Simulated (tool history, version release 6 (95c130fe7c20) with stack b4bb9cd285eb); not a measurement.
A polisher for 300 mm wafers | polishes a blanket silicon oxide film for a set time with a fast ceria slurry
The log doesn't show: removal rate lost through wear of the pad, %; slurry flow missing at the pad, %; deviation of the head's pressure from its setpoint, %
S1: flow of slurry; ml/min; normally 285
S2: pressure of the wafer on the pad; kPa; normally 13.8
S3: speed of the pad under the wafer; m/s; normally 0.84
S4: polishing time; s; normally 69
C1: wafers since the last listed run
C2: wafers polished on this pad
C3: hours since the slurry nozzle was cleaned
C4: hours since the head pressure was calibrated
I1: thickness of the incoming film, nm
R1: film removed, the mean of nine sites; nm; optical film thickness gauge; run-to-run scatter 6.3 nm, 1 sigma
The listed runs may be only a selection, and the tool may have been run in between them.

| run | hour | S1 | S2 | S3 | S4 | C1 | C2 | C3 | C4 | I1 | R1 |
|---|---|---|---|---|---|---|---|---|---|---|---|
| 1 | 0 | 360 | 13.8 | 1.02 | 69 | 0 | 2041 | 108.2 | 724.9 | 2954.7 | 870.3 |
| 2 | 63.9 | 360 | 13.8 | 1.02 | 69 | 722 | 2764 | 172.1 | 788.8 | 2961.1 | 858.4 |
| 3 | 104.9 | 360 | 13.8 | 1.02 | 69 | 463 | 3228 | 213.1 | 829.8 | 3003.5 | 874.2 |
|  | 147.3 | head pressure recalibrated |
| 4 | 183 | 285 | 13.8 | 0.84 | 84 | 860 | 4089 | 291.2 | 35.7 | 3005.5 | 774.3 |
| 5 | 234.7 | 285 | 13.8 | 0.84 | 61 | 584 | 4673 | 342.9 | 87.4 | 3000.9 | 569.3 |
| 6 | 289.9 | 285 | 13.8 | 0.84 | 61 | 624 | 5298 | 398.1 | 142.6 | 2941.9 | 580.4 |
| 7 | 326.8 | 285 | 13.8 | 0.84 | 61 | 417 | 5715 | 435 | 179.5 | 2947.2 | 566.9 |
| 8 | 428.1 | 285 | 13.8 | 0.62 | 69 | 1145 | 6861 | 536.3 | 280.8 | 2905.1 | 470.2 |
|  | 500.8 | worn pad replaced by a new one |
| 9 | 509.1 | 240 | 13.8 | 0.84 | 69 | 870 | 93 | 617.3 | 361.8 | 2961.7 | 620.7 |
|  | 579 | slurry nozzle cleaned |
| 10 | 608.7 | 285 | 13.8 | 0.84 | 69 | 1115 | 1209 | 29.7 | 461.4 | 2999.9 | 660.5 |
| 11 | 673.7 | 285 | 13.8 | 0.84 | 69 | 735 | 1944 | 94.7 | 526.4 | 2956.4 | 672 |
| 12 | 757.5 | 285 | 13.8 | 0.84 | 69 | 947 | 2891 | 178.5 | 610.2 | 2995.5 | 671.3 |
| 13 | 857.3 | 285 | 13.8 | 0.84 | 69 | 1128 | 4020 | 278.3 | 710 | 2974.2 | 684.7 |
|  | 921.1 | head pressure recalibrated |
| 14 | 926.9 | 285 | 13.8 | 0.84 | 69 | 764 | 4785 | 347.9 | 5.8 | 2953.3 | 645.5 |
| 15 | 1009.4 | 285 | 13.8 | 0.84 | 69 | 933 | 5718 | 430.4 | 88.3 | 2983.8 | 649.1 |
| 16 | 1059.8 | 285 | 13.8 | 0.84 | 69 | 570 | 6288 | 480.8 | 138.7 | 3003 | 655 |
| 17 | 1098.1 | 220 | 13.8 | 0.84 | 90 | 433 | 6721 | 519.1 | 177 | 2961.8 | 819.8 |
| 18 | 1159.2 | 190 | 13.8 | 0.96 | 69 | 691 | 7412 | 580.2 | 238.1 | 2968.1 | 708.6 |
|  | 1211.8 | worn pad replaced by a new one |
|  | 1357.2 | slurry nozzle cleaned |
| 19 | 1450.8 | 285 | 15.2 | 0.84 | 84 | 3241 | 2691 | 93.6 | 529.7 | 2970.3 | 911.5 |
| 20 | 1508.7 | 240 | 13.8 | 0.84 | 69 | 654 | 3346 | 151.5 | 587.6 | 2938.8 | 671.8 |
| 21 | 1603.8 | 195 | 10.3 | 0.96 | 69 | 1075 | 4421 | 246.6 | 682.7 | 3027.9 | 572.1 |
|  | 1732.9 | head pressure recalibrated |
| 22 | 1800 | 240 | 13.8 | 0.84 | 69 | 2196 | 6618 | 442.8 | 67.1 | 2944.1 | 614.5 |
|  | 1888.1 | worn pad replaced by a new one |
| 23 | 1902.1 | 365 | 17.9 | 0.54 | 62 | 1109 | 157 | 544.9 | 169.2 | 2935.2 | 478.8 |
| 24 | 1950.7 | 325 | 9.7 | 0.56 | 69 | 549 | 707 | 593.5 | 217.8 | 2962.3 | 298 |
| 25 | 2049.8 | 260 | 13.8 | 0.84 | 69 | 1120 | 1828 | 692.6 | 316.9 | 2955.7 | 608 |
|  | 2146.7 | slurry nozzle cleaned |
| 26 | 2152.6 | 230 | 13.8 | 0.84 | 63 | 1151 | 2979 | 5.9 | 419.7 | 2959.3 | 594.3 |
| 27 | 2230.4 | 285 | 13.8 | 0.84 | 69 | 879 | 3859 | 83.7 | 497.5 | 3003.2 | 674.6 |
| 28 | 2322.2 | 370 | 13.8 | 0.84 | 81 | 1038 | 4897 | 175.5 | 589.3 | 2942.9 | 808.4 |
| 29 | 2418.3 | 285 | 9.7 | 0.84 | 69 | 1086 | 5984 | 271.6 | 685.4 | 2948.1 | 482.9 |
| 30 | 2488.7 | 285 | 13.8 | 0.64 | 69 | 796 | 6781 | 342 | 755.8 | 2960.5 | 518.6 |
|  | 2540.8 | head pressure recalibrated |
| 31 | 2589.3 | 255 | 13.8 | 0.84 | 69 | 1115 | 7896 | 442.6 | 48.5 | 2931 | 615.6 |
|  | 2656.6 | worn pad replaced by a new one |
| 32 | 2689.3 | 350 | 10.3 | 0.84 | 69 | 1085 | 369 | 542.6 | 148.5 | 2928.7 | 483.2 |
| 33 | 2769.3 | 235 | 16.5 | 0.84 | 69 | 904 | 1274 | 622.6 | 228.5 | 3005.4 | 745.4 |
|  | 2801.7 | slurry nozzle cleaned |
| 34 | 2840.5 | 285 | 10.3 | 0.6 | 69 | 793 | 2068 | 38.8 | 299.7 | 2991 | 349.2 |
| 35 | 2909.1 | 285 | 18.6 | 0.84 | 69 | 775 | 2844 | 107.4 | 368.3 | 2956.5 | 887.5 |
| 36 | 3009.4 | 190 | 11 | 1.04 | 79 | 1134 | 3978 | 207.7 | 468.6 | 2942.4 | 720.8 |
| 37 | 3090.3 | 350 | 11.7 | 1.1 | 59 | 914 | 4893 | 288.6 | 549.5 | 2912.6 | 653.6 |
| 38 | 3182.2 | 285 | 9.7 | 0.84 | 50 | 1039 | 5933 | 380.5 | 641.4 | 2940.1 | 333.6 |

3 options for the next run, each taken on its own from the tool as it stands now. Forecast them:
| A | 3182.6 | 220 | 13.8 | 0.84 | 69 | 4 | 5937 | 380.9 | 641.8 | 2945 | ? |
| B | 3182.6 | 285 | 15.2 | 1.06 | 58 | 4 | 5937 | 380.9 | 641.8 | 2945 | ? |
| C | 3182.6 | 285 | 13.8 | 0.84 | 78 | 4 | 5937 | 380.9 | 641.8 | 2945 | ? |

| run | R1 |
|---|---|
| A | 643.9 |
| B | 776.4 |
| C | 752.2 |
Without the tool's hidden state the same runs would have given:
| run | R1 |
|---|---|
| A | 619.8 |
| B | 743.2 |
| C | 720 |

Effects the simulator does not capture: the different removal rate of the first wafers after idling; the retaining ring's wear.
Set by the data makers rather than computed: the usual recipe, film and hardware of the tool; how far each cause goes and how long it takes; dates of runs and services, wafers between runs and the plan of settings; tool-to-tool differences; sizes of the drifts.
